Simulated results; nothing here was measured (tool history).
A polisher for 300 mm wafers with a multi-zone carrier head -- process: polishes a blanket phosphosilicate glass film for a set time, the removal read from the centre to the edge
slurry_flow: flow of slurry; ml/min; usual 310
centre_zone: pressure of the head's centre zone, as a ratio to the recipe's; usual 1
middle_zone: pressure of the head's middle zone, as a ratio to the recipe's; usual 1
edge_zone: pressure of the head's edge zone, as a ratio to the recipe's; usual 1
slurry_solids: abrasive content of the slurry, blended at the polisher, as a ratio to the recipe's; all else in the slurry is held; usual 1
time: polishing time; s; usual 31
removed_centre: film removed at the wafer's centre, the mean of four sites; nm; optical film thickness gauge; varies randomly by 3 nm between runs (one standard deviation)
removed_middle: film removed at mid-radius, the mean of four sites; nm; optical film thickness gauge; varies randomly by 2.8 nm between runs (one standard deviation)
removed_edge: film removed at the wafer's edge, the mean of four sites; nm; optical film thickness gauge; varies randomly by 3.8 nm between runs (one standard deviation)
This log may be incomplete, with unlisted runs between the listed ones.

run,hour,slurry_flow,centre_zone,middle_zone,edge_zone,slurry_solids,time,wafers since the last listed run,wafers polished on this pad,hours since the slurry nozzle was cleaned,hours since the centre zone pressure was calibrated,hours since the edge zone pressure was calibrated,hours since the carrier head's membrane was replaced,"incoming thickness of the incoming film, nm",removed_centre,removed_middle,removed_edge
1,0,310,1,1,1,1,31,0,1100,54,1405.8,931.3,96.9,4131.4,318.2,336.8,327
2,17.8,310,1,1.07,1.11,0.8,20,154,1255,71.8,1423.6,949.1,114.7,4112.7,190.5,214.3,211.2
# hour 44.6: worn pad replaced by a new one
3,49.1,310,1,1,1,1,31,237,39,103.1,1454.9,980.4,146,4149.7,323.1,337,328.9
# hour 52.1: centre zone pressure recalibrated
4,73.7,310,1,1,1,0.7,31,196,235,127.7,21.6,1005,170.6,4121.3,266.6,305.1,292.2
5,98.6,310,1,1,1,1,31,216,452,152.6,46.5,1029.9,195.5,4202.5,296.5,339.2,329.3
6,196,310,1,1.07,1,1,31,846,1298,250,143.9,1127.3,292.9,4066.7,295.4,355.5,332
# hour 213.3: centre zone pressure recalibrated, repeated, since the last time left the tool worse
7,221,245,1,1,1.11,1.3,21,199,1498,275,7.7,1152.3,317.9,4127.1,243.3,240.7,255
# hour 239.1: edge zone pressure recalibrated
8,239.7,310,1,1,0.89,1,37,145,1643,293.7,26.4,0.6,336.6,4065.2,410.9,402.1,375.5
9,256.5,310,1,1,1,1,31,146,1789,310.5,43.2,17.4,353.4,4124.6,342.8,342.6,325.7
# hour 261.4: worn pad replaced by a new one
10,271,310,1,1,1,1,31,91,83,325,57.7,31.9,367.9,4126.2,340.4,339.7,339.2
11,299.8,310,1,1,1,0.85,31,250,333,353.8,86.5,60.7,396.7,4198.1,321.3,324.3,307.8
12,316,240,1,1,1,0.85,31,140,474,370,102.7,76.9,412.9,4180.5,312.4,312.8,309.7
13,338.3,310,1.09,1,1,1,36,193,668,392.3,125,99.2,435.2,4151,425.8,392.9,384.7
# hour 353.7: slurry nozzle cleaned
14,364.5,220,1,1,1.11,1,31,219,887,10.8,151.2,125.4,461.4,4156.9,322,324,341.6
15,388.1,310,1,1,1.04,1,31,205,1092,34.4,174.8,149,485,4096.6,332.4,337.8,334.2
16,406.4,255,1,1,0.89,1,31,159,1251,52.7,193.1,167.3,503.3,4179.3,324.5,334.8,311.8
# hour 489.2: worn pad replaced by a new one
17,489.7,310,1,1,1,1,31,689,3,136,276.4,250.6,586.6,4103.6,328.6,337.6,334.5
18,504.3,310,1,1.09,0.9,0.9,36,126,130,150.6,291,265.2,601.2,4200.9,369.4,405.5,357.7
19,516.3,310,0.96,1,1.05,1,24,104,235,162.6,303,277.2,613.2,4161,247.5,262.1,263.4
20,544,310,1,1,1,0.8,31,240,475,190.3,330.7,304.9,640.9,4189.9,303.3,314.7,305.2
21,574.7,310,1.07,1,1,0.75,31,266,742,221,361.4,335.6,671.6,4152.3,319.4,308.6,297.6

Predict each of these 4 candidate next runs independently; none follows another, all start after run 21:
A,575.1,310,1,1,1.09,1,31,3,746,221.4,361.8,336,672,4100.9,?,?,?
B,575.1,405,1,1.03,1,1.1,35,3,746,221.4,361.8,336,672,4100.9,?,?,?
C,575.1,350,1,1,1,1,35,3,746,221.4,361.8,336,672,4100.9,?,?,?
D,575.1,310,1,0.9,1,1,31,3,746,221.4,361.8,336,672,4100.9,?,?,?

run,removed_centre,removed_middle,removed_edge
A,329.7,336.8,346.6
B,392.5,410.2,392.6
C,376.4,384.1,378
D,329.5,308.4,332.7
Without the tool's hidden state the same runs would have given:
run,removed_centre,removed_middle,removed_edge
A,349.1,336.7,346.6
B,415.6,410.1,392.6
C,398.5,384,378
D,348.9,308.3,332.7
